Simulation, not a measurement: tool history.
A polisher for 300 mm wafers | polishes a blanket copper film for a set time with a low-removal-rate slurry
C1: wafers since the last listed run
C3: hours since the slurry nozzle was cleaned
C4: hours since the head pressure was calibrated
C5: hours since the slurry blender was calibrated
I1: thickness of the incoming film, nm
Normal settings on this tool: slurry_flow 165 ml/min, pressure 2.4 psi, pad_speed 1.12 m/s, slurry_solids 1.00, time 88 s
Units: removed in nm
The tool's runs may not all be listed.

{"run": 1, "day": 0.0, "slurry_flow": 165, "pressure": 2.1, "pad_speed": 1.12, "slurry_solids": 1.0, "time": 88, "C1": 0, "wafers polished on this pad": 740, "C3": 395.0, "C4": 526.5, "C5": 213.4, "I1": 1343.1, "removed": 234.9}
{"run": 2, "day": 0.867, "slurry_flow": 165, "pressure": 2.4, "pad_speed": 1.12, "slurry_solids": 1.0, "time": 88, "C1": 122, "wafers polished on this pad": 863, "C3": 415.8, "C4": 547.3, "C5": 234.2, "I1": 1337.0, "removed": 255.4}
{"run": 3, "day": 1.996, "slurry_flow": 165, "pressure": 2.4, "pad_speed": 1.12, "slurry_solids": 1.0, "time": 88, "C1": 159, "wafers polished on this pad": 1022, "C3": 442.9, "C4": 574.4, "C5": 261.3, "I1": 1339.8, "removed": 250.6}
{"day": 2.379, "done": "slurry blender recalibrated"}
{"run": 4, "day": 3.408, "slurry_flow": 165, "pressure": 2.4, "pad_speed": 1.12, "slurry_solids": 1.0, "time": 88, "C1": 187, "wafers polished on this pad": 1210, "C3": 476.8, "C4": 608.3, "C5": 24.7, "I1": 1322.8, "removed": 252.7}
{"day": 3.829, "done": "worn pad replaced by a new one"}
{"run": 5, "day": 3.975, "slurry_flow": 165, "pressure": 2.4, "pad_speed": 1.12, "slurry_solids": 1.0, "time": 88, "C1": 56, "wafers polished on this pad": 20, "C3": 490.4, "C4": 621.9, "C5": 38.3, "I1": 1339.6, "removed": 250.9}
{"run": 6, "day": 5.146, "slurry_flow": 165, "pressure": 2.4, "pad_speed": 1.12, "slurry_solids": 1.0, "time": 88, "C1": 165, "wafers polished on this pad": 186, "C3": 518.5, "C4": 650.0, "C5": 66.4, "I1": 1322.5, "removed": 252.5}
{"run": 7, "day": 6.012, "slurry_flow": 165, "pressure": 2.4, "pad_speed": 1.12, "slurry_solids": 1.0, "time": 88, "C1": 122, "wafers polished on this pad": 308, "C3": 539.3, "C4": 670.8, "C5": 87.2, "I1": 1322.0, "removed": 246.0}
{"run": 8, "day": 7.417, "slurry_flow": 165, "pressure": 2.4, "pad_speed": 1.12, "slurry_solids": 1.0, "time": 88, "C1": 198, "wafers polished on this pad": 506, "C3": 573.0, "C4": 704.5, "C5": 120.9, "I1": 1345.6, "removed": 246.3}
{"day": 7.742, "done": "head pressure recalibrated"}
{"run": 9, "day": 8.004, "slurry_flow": 165, "pressure": 2.4, "pad_speed": 1.12, "slurry_solids": 1.0, "time": 88, "C1": 71, "wafers polished on this pad": 578, "C3": 587.1, "C4": 6.3, "C5": 135.0, "I1": 1335.4, "removed": 267.2}
{"run": 10, "day": 8.983, "slurry_flow": 165, "pressure": 2.4, "pad_speed": 1.12, "slurry_solids": 1.0, "time": 88, "C1": 138, "wafers polished on this pad": 716, "C3": 610.6, "C4": 29.8, "C5": 158.5, "I1": 1349.4, "removed": 260.3}
{"run": 11, "day": 10.017, "slurry_flow": 190, "pressure": 2.4, "pad_speed": 1.12, "slurry_solids": 1.0, "time": 88, "C1": 145, "wafers polished on this pad": 862, "C3": 635.4, "C4": 54.6, "C5": 183.3, "I1": 1362.1, "removed": 269.4}
{"run": 12, "day": 10.746, "slurry_flow": 190, "pressure": 2.4, "pad_speed": 1.12, "slurry_solids": 1.0, "time": 88, "C1": 102, "wafers polished on this pad": 965, "C3": 652.9, "C4": 72.1, "C5": 200.8, "I1": 1338.7, "removed": 267.9}
{"run": 13, "day": 11.512, "slurry_flow": 165, "pressure": 2.4, "pad_speed": 1.12, "slurry_solids": 1.0, "time": 88, "C1": 108, "wafers polished on this pad": 1073, "C3": 671.3, "C4": 90.5, "C5": 219.2, "I1": 1359.0, "removed": 259.4}
{"day": 12.383, "done": "worn pad replaced by a new one"}
{"run": 14, "day": 12.488, "slurry_flow": 165, "pressure": 2.4, "pad_speed": 1.12, "slurry_solids": 1.0, "time": 88, "C1": 114, "wafers polished on this pad": 14, "C3": 694.7, "C4": 113.9, "C5": 242.6, "I1": 1323.8, "removed": 257.3}
{"run": 15, "day": 13.754, "slurry_flow": 165, "pressure": 2.2, "pad_speed": 1.12, "slurry_solids": 0.85, "time": 88, "C1": 178, "wafers polished on this pad": 193, "C3": 725.1, "C4": 144.3, "C5": 273.0, "I1": 1351.2, "removed": 237.3}
{"run": 16, "day": 14.642, "slurry_flow": 165, "pressure": 1.8, "pad_speed": 1.12, "slurry_solids": 1.0, "time": 98, "C1": 125, "wafers polished on this pad": 318, "C3": 746.4, "C4": 165.6, "C5": 294.3, "I1": 1348.9, "removed": 241.0}
{"day": 14.958, "done": "slurry blender recalibrated"}
{"day": 15.538, "done": "slurry nozzle cleaned"}
{"run": 17, "day": 15.796, "slurry_flow": 165, "pressure": 3.2, "pad_speed": 0.92, "slurry_solids": 1.0, "time": 88, "C1": 145, "wafers polished on this pad": 464, "C3": 6.2, "C4": 193.3, "C5": 20.1, "I1": 1329.6, "removed": 267.0}
{"run": 18, "day": 16.946, "slurry_flow": 165, "pressure": 2.4, "pad_speed": 1.12, "slurry_solids": 1.0, "time": 88, "C1": 162, "wafers polished on this pad": 626, "C3": 33.8, "C4": 220.9, "C5": 47.7, "I1": 1338.9, "removed": 262.0}
{"run": 19, "day": 17.846, "slurry_flow": 215, "pressure": 1.8, "pad_speed": 1.12, "slurry_solids": 1.0, "time": 88, "C1": 127, "wafers polished on this pad": 753, "C3": 55.4, "C4": 242.5, "C5": 69.3, "I1": 1349.5, "removed": 231.7}
{"run": 20, "day": 18.888, "slurry_flow": 165, "pressure": 1.8, "pad_speed": 1.48, "slurry_solids": 1.0, "time": 80, "C1": 147, "wafers polished on this pad": 900, "C3": 80.4, "C4": 267.5, "C5": 94.3, "I1": 1328.0, "removed": 262.0}
{"run": 21, "day": 19.783, "slurry_flow": 105, "pressure": 2.4, "pad_speed": 0.78, "slurry_solids": 1.15, "time": 88, "C1": 126, "wafers polished on this pad": 1027, "C3": 101.9, "C4": 289.0, "C5": 115.8, "I1": 1352.9, "removed": 175.5}
{"run": 22, "day": 21.25, "slurry_flow": 145, "pressure": 2.4, "pad_speed": 1.12, "slurry_solids": 1.0, "time": 116, "C1": 207, "wafers polished on this pad": 1234, "C3": 137.1, "C4": 324.2, "C5": 151.0, "I1": 1353.6, "removed": 336.3}
{"day": 22.254, "done": "worn pad replaced by a new one"}
{"run": 23, "day": 22.521, "slurry_flow": 180, "pressure": 2.4, "pad_speed": 1.24, "slurry_solids": 1.0, "time": 78, "C1": 155, "wafers polished on this pad": 37, "C3": 167.6, "C4": 354.7, "C5": 181.5, "I1": 1344.7, "removed": 260.5}
{"run": 24, "day": 23.938, "slurry_flow": 165, "pressure": 3.2, "pad_speed": 1.0, "slurry_solids": 1.15, "time": 73, "C1": 200, "wafers polished on this pad": 237, "C3": 201.6, "C4": 388.7, "C5": 215.5, "I1": 1350.9, "removed": 235.9}
{"run": 25, "day": 25.054, "slurry_flow": 215, "pressure": 2.4, "pad_speed": 1.12, "slurry_solids": 1.0, "time": 88, "C1": 157, "wafers polished on this pad": 395, "C3": 228.4, "C4": 415.5, "C5": 242.3, "I1": 1333.4, "removed": 267.2}
{"day": 25.542, "done": "slurry blender recalibrated"}
{"run": 26, "day": 25.821, "slurry_flow": 210, "pressure": 3.1, "pad_speed": 1.12, "slurry_solids": 1.2, "time": 97, "C1": 96, "wafers polished on this pad": 492, "C3": 246.8, "C4": 433.9, "C5": 6.7, "I1": 1327.9, "removed": 353.0}
{"run": 27, "day": 26.65, "slurry_flow": 165, "pressure": 2.4, "pad_speed": 1.12, "slurry_solids": 1.0, "time": 88, "C1": 117, "wafers polished on this pad": 609, "C3": 266.7, "C4": 453.8, "C5": 26.6, "I1": 1355.3, "removed": 257.0}
{"run": 28, "day": 27.7, "slurry_flow": 165, "pressure": 2.4, "pad_speed": 1.12, "slurry_solids": 0.75, "time": 88, "C1": 148, "wafers polished on this pad": 757, "C3": 291.9, "C4": 479.0, "C5": 51.8, "I1": 1329.1, "removed": 240.7}
{"run": 29, "day": 28.562, "slurry_flow": 165, "pressure": 2.4, "pad_speed": 1.12, "slurry_solids": 1.0, "time": 88, "C1": 121, "wafers polished on this pad": 879, "C3": 312.6, "C4": 499.7, "C5": 72.5, "I1": 1331.7, "removed": 254.4}

Forecast each of these 5 alternatives for the next run:
{"run": "A", "day": 28.579, "slurry_flow": 165, "pressure": 2.4, "pad_speed": 1.12, "slurry_solids": 1.0, "time": 88, "C1": 2, "wafers polished on this pad": 881, "C3": 313.0, "C4": 500.1, "C5": 72.9, "I1": 1348.2, "removed": "?"}
{"run": "B", "day": 28.579, "slurry_flow": 165, "pressure": 2.0, "pad_speed": 0.72, "slurry_solids": 1.0, "time": 88, "C1": 2, "wafers polished on this pad": 881, "C3": 313.0, "C4": 500.1, "C5": 72.9, "I1": 1348.2, "removed": "?"}
{"run": "C", "day": 28.579, "slurry_flow": 165, "pressure": 2.4, "pad_speed": 1.12, "slurry_solids": 1.3, "time": 98, "C1": 2, "wafers polished on this pad": 881, "C3": 313.0, "C4": 500.1, "C5": 72.9, "I1": 1348.2, "removed": "?"}
{"run": "D", "day": 28.579, "slurry_flow": 165, "pressure": 2.4, "pad_speed": 0.86, "slurry_solids": 1.1, "time": 88, "C1": 2, "wafers polished on this pad": 881, "C3": 313.0, "C4": 500.1, "C5": 72.9, "I1": 1348.2, "removed": "?"}
{"run": "E", "day": 28.579, "slurry_flow": 115, "pressure": 2.6, "pad_speed": 1.36, "slurry_solids": 1.0, "time": 88, "C1": 2, "wafers polished on this pad": 881, "C3": 313.0, "C4": 500.1, "C5": 72.9, "I1": 1348.2, "removed": "?"}

run=A removed=253.6
run=B removed=146.7
run=C removed=296.6
run=D removed=198.1
run=E removed=303.8
Take away the tool's hidden state, keep each run's random variation, and the runs would have read:
run=A removed=276.2
run=B removed=159.8
run=C removed=323.1
run=D removed=215.8
run=E removed=333.0

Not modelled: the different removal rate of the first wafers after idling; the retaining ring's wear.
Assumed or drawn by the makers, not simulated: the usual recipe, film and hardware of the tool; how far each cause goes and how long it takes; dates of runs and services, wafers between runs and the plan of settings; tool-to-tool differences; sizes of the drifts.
